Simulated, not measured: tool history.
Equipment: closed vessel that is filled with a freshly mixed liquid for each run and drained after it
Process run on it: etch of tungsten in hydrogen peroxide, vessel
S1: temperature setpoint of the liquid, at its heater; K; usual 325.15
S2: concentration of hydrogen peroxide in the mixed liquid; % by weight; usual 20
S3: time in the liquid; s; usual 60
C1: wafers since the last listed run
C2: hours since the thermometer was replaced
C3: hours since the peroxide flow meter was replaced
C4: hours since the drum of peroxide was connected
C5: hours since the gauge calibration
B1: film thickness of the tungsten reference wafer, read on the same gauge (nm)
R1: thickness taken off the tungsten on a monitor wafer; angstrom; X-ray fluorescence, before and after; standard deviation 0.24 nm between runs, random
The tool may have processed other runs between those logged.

Run 1, hour 0: usual settings but S1 318.65 K; C1 0; C2 2402.5; C3 1982.5; C4 302.2; C5 86.9; B1 139.98. Result: R1 397.4 angstrom.
Run 2, hour 9.8: usual settings but S1 318.65 K; C1 1315; C2 2412.3; C3 1992.3; C4 312; C5 96.7; B1 140.01. Result: R1 397.7 angstrom.
Run 3, hour 20.4: usual settings but S1 318.65 K; C1 1422; C2 2422.9; C3 2002.9; C4 322.6; C5 107.3; B1 139.96. Result: R1 398.6 angstrom.
Run 4, hour 33.8: usual settings but S1 319.15 K, S3 80 s; C1 1798; C2 2436.3; C3 2016.3; C4 336; C5 120.7; B1 140.02. Result: R1 551 angstrom.
Run 5, hour 49.1: usual settings; C1 2053; C2 2451.6; C3 2031.6; C4 351.3; C5 136; B1 140.01. Result: R1 590.5 angstrom.
Run 6, hour 63.1: usual settings; C1 1879; C2 2465.6; C3 2045.6; C4 365.3; C5 150; B1 139.99. Result: R1 592 angstrom.
Run 7, hour 73.8: usual settings but S2 24.5 % by weight; C1 1436; C2 2476.3; C3 2056.3; C4 376; C5 160.7; B1 140. Result: R1 656.4 angstrom.
At hour 81.2: thermometer replaced.
Run 8, hour 90.3: usual settings but S2 15.5 % by weight; C1 2080; C2 9.1; C3 2072.8; C4 392.5; C5 177.2; B1 140. Result: R1 516.5 angstrom.
Run 9, hour 98.6: usual settings but S2 15.5 % by weight; C1 1114; C2 17.4; C3 2081.1; C4 400.8; C5 185.5; B1 139.99. Result: R1 520.1 angstrom.
At hour 105.1: peroxide flow meter replaced.
Run 10, hour 111: usual settings but S1 320.65 K, S2 24 % by weight, S3 80 s; C1 1530; C2 29.8; C3 5.9; C4 413.2; C5 197.9; B1 139.98. Result: R1 648.3 angstrom.
Run 11, hour 121.3: usual settings but S1 322.65 K, S2 16.5 % by weight; C1 1382; C2 40.1; C3 16.2; C4 423.5; C5 208.2; B1 139.98. Result: R1 456.5 angstrom.
At hour 127.8: new drum of peroxide connected.
Run 12, hour 131: usual settings but S2 17.5 % by weight; C1 1167; C2 49.8; C3 25.9; C4 3.2; C5 217.9; B1 140.01. Result: R1 577.6 angstrom.
At hour 135.9: gauge calibrated.
Run 13, hour 141.7: usual settings but S1 320.65 K, S2 15.5 % by weight, S3 35 s; C1 1436; C2 60.5; C3 36.6; C4 13.9; C5 5.8; B1 140.01. Result: R1 238.7 angstrom.
Run 14, hour 151.6: usual settings but S1 318.65 K; C1 1328; C2 70.4; C3 46.5; C4 23.8; C5 15.7; B1 140.01. Result: R1 409.4 angstrom.
Run 15, hour 158.5: usual settings but S3 90 s; C1 926; C2 77.3; C3 53.4; C4 30.7; C5 22.6; B1 140.01. Result: R1 915 angstrom.
Run 16, hour 173.6: usual settings but S1 322.65 K, S2 16.5 % by weight; C1 2026; C2 92.4; C3 68.5; C4 45.8; C5 37.7; B1 140.01. Result: R1 474.3 angstrom.
Run 17, hour 186.7: usual settings but S1 328.65 K, S2 26 % by weight; C1 1758; C2 105.5; C3 81.6; C4 58.9; C5 50.8; B1 140. Result: R1 857.5 angstrom.
Run 18, hour 201.4: usual settings but S3 95 s; C1 1973; C2 120.2; C3 96.3; C4 73.6; C5 65.5; B1 139.99. Result: R1 962.5 angstrom.

Run-by-run hidden state of the tool:
liquid hotter than its thermometer reads (K): 0 on each run
peroxide flow below the setpoint (%): 0 on each run
gauge reads high (%): 0 on each run
H1: peroxide weaker than its label (%)
run      H1
  1    5.58
  2    5.74
  3    5.93
  4    6.15
  5    6.42
  6    6.66
  7    6.84
  8    7.12
  9    7.26
 10    7.48
 11    7.65
 12  0.0857
 13   0.269
 14   0.439
 15   0.557
 16   0.815
 17    1.04
 18    1.29
